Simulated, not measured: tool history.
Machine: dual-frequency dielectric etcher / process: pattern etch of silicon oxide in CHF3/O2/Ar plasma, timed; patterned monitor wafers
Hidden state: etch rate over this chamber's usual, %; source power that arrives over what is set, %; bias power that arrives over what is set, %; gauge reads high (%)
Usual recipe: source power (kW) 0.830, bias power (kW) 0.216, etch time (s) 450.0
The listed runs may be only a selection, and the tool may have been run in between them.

| run | day | source power (kW) | bias power (kW) | etch time (s) | wafers since the last listed run | hours since the last wet clean | hours since the last source power generator calibration | hours since the last bias power generator calibration | hours since the last upper electrode change | hours since the gauge calibration | read-back reference wafer on the same gauge, depth_nm | mean etch depth across the wafer (Å) |
|---|---|---|---|---|---|---|---|---|---|---|---|---|
| 1 | 0.000 | 0.830 | 0.231 | 450.0 | 0 | 331.3 | 2520.4 | 1167.4 | 3559.6 | 192.8 | 1039.8 | 10798 |
|  | 0.412 | wet clean of the chamber |
| 2 | 3.404 | 0.830 | 0.216 | 450.0 | 320 | 71.8 | 2602.1 | 1249.1 | 3641.3 | 274.5 | 1040.5 | 10442 |
| 3 | 7.088 | 0.830 | 0.216 | 450.0 | 394 | 160.2 | 2690.5 | 1337.5 | 3729.7 | 362.9 | 1041.1 | 10492 |
| 4 | 10.204 | 0.830 | 0.216 | 450.0 | 333 | 235.0 | 2765.3 | 1412.3 | 3804.5 | 437.7 | 1040.4 | 10488 |
| 5 | 13.450 | 0.830 | 0.202 | 378.0 | 347 | 312.9 | 2843.2 | 1490.2 | 3882.4 | 515.6 | 1039.6 | 8720 |
|  | 14.604 | wet clean of the chamber |
| 6 | 17.742 | 0.830 | 0.202 | 378.0 | 352 | 75.3 | 2946.2 | 1593.2 | 3985.4 | 618.6 | 1040.5 | 8653 |
| 7 | 21.429 | 0.880 | 0.190 | 450.0 | 395 | 163.8 | 3034.7 | 1681.7 | 4073.9 | 707.1 | 1040.2 | 10479 |
|  | 24.038 | source power generator calibrated |
| 8 | 24.154 | 0.830 | 0.216 | 450.0 | 274 | 229.2 | 2.8 | 1747.1 | 4139.3 | 772.5 | 1040.3 | 10790 |
| 9 | 25.692 | 0.830 | 0.244 | 450.0 | 164 | 266.1 | 39.7 | 1784.0 | 4176.2 | 809.4 | 1040.3 | 11210 |
|  | 27.204 | gauge calibrated |
| 10 | 28.104 | 0.880 | 0.257 | 450.0 | 258 | 324.0 | 97.6 | 1841.9 | 4234.1 | 21.6 | 1039.8 | 11760 |
|  | 29.350 | wet clean of the chamber |
| 11 | 31.038 | 0.830 | 0.171 | 450.0 | 207 | 40.5 | 168.0 | 1912.3 | 4304.5 | 92.0 | 1040.1 | 10043 |
|  | 33.133 | upper electrode replaced |
| 12 | 33.575 | 1.030 | 0.197 | 492.5 | 164 | 101.4 | 228.9 | 1973.2 | 10.6 | 152.9 | 1040.3 | 12877 |
| 13 | 36.483 | 0.710 | 0.253 | 556.5 | 311 | 171.2 | 298.7 | 2043.0 | 80.4 | 222.7 | 1040.1 | 12754 |
| 14 | 40.642 | 0.890 | 0.234 | 450.0 | 445 | 271.0 | 398.5 | 2142.8 | 180.2 | 322.5 | 1040.4 | 11494 |
|  | 41.658 | bias power generator calibrated |
| 15 | 43.000 | 0.830 | 0.216 | 416.0 | 234 | 327.6 | 455.1 | 32.2 | 236.8 | 379.1 | 1040.2 | 10042 |
|  | 44.650 | wet clean of the chamber |
| 16 | 45.979 | 0.830 | 0.216 | 450.0 | 212 | 31.9 | 526.6 | 103.7 | 308.3 | 450.6 | 1039.0 | 10587 |
| 17 | 48.746 | 0.720 | 0.166 | 524.5 | 296 | 98.3 | 593.0 | 170.1 | 374.7 | 517.0 | 1040.0 | 10711 |
| 18 | 50.458 | 0.830 | 0.216 | 450.0 | 183 | 139.4 | 634.1 | 211.2 | 415.8 | 558.1 | 1039.7 | 10685 |
| 19 | 54.871 | 0.830 | 0.216 | 450.0 | 472 | 245.3 | 740.0 | 317.1 | 521.7 | 664.0 | 1039.3 | 10719 |

For some of the steps in mean etch depth across the wafer (Å) from one run to the next: how much would appear even if the tool had no hidden state, given the settings, what came in and random variation, and how much remains for the hidden state plus any gauge scatter that the measured result and the result without hidden state don't share?
Run 7 -> 8: source power (kW) 0.880 -> 0.830, bias power (kW) 0.190 -> 0.216, source power generator calibrated. mean etch depth across the wafer (Å) +311: hidden state +318, all else -7.
Run 11 -> 12: source power (kW) 0.830 -> 1.030, bias power (kW) 0.171 -> 0.197, etch time (s) 450.0 -> 492.5, upper electrode replaced. mean etch depth across the wafer (Å) +2834: hidden state +70, all else +2764.
